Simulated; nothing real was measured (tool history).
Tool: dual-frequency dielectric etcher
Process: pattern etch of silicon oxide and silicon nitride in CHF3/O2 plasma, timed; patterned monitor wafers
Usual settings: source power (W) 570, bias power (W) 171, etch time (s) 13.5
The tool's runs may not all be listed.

| run | hour | source power (W) | bias power (W) | etch time (s) | read-back reference wafer on the same gauge, depth_nm | mean etch depth across the wafer (nm) |
|---|---|---|---|---|---|---|
| 1 | 0.0 | 570 | 171 | 13.5 | 21.65 | 19.46 |
|  | 11.1 | wet clean of the chamber |
| 2 | 52.7 | 470 | 171 | 13.5 | 21.64 | 18.29 |
| 3 | 85.9 | 570 | 147 | 13.5 | 21.63 | 17.91 |
| 4 | 122.5 | 570 | 171 | 13.5 | 21.63 | 19.37 |
| 5 | 167.0 | 570 | 171 | 13.5 | 21.62 | 19.46 |
| 6 | 234.0 | 570 | 171 | 13.5 | 21.60 | 19.23 |
| 7 | 278.2 | 570 | 171 | 13.5 | 21.60 | 19.33 |
| 8 | 302.4 | 570 | 171 | 13.5 | 21.59 | 19.34 |
| 9 | 341.6 | 570 | 171 | 13.5 | 21.59 | 19.31 |
|  | 347.1 | source power generator calibrated |
|  | 378.6 | wet clean of the chamber |
| 10 | 381.1 | 570 | 171 | 13.5 | 21.59 | 19.45 |
| 11 | 514.5 | 470 | 171 | 13.5 | 21.58 | 18.20 |
| 12 | 550.4 | 570 | 171 | 13.5 | 21.56 | 19.42 |
|  | 578.9 | upper electrode replaced |
| 13 | 586.7 | 570 | 171 | 13.5 | 21.56 | 19.48 |
| 14 | 658.3 | 570 | 195 | 13.5 | 21.55 | 20.73 |
| 15 | 721.1 | 480 | 144 | 17.0 | 21.54 | 21.01 |
|  | 732.4 | bias power generator calibrated |
|  | 749.1 | gauge calibrated |
| 16 | 769.7 | 570 | 131 | 13.5 | 21.97 | 17.06 |
|  | 797.8 | wet clean of the chamber |
| 17 | 824.5 | 490 | 157 | 17.0 | 21.89 | 22.49 |
| 18 | 882.7 | 570 | 198 | 9.5 | 21.85 | 14.81 |
| 19 | 932.3 | 570 | 200 | 15.5 | 21.80 | 24.18 |
| 20 | 1001.3 | 650 | 204 | 16.0 | 21.76 | 26.33 |
| 21 | 1061.8 | 570 | 171 | 13.5 | 21.72 | 19.50 |

The same runs without the tool's hidden state, with the same run-to-run variation:
The hidden state here: etch rate over this chamber's usual, %; source power that arrives over what is set, %; bias power that arrives over what is set, %; gauge reads high (%).
| run | mean etch depth across the wafer (nm) |
|---|---|
| 1 | 19.76 |
| 2 | 18.59 |
| 3 | 18.21 |
| 4 | 19.70 |
| 5 | 19.81 |
| 6 | 19.59 |
| 7 | 19.70 |
| 8 | 19.70 |
| 9 | 19.68 |
| 10 | 19.83 |
| 11 | 18.57 |
| 12 | 19.81 |
| 13 | 19.88 |
| 14 | 21.16 |
| 15 | 21.45 |
| 16 | 17.10 |
| 17 | 22.60 |
| 18 | 14.92 |
| 19 | 24.40 |
| 20 | 26.63 |
| 21 | 19.75 |
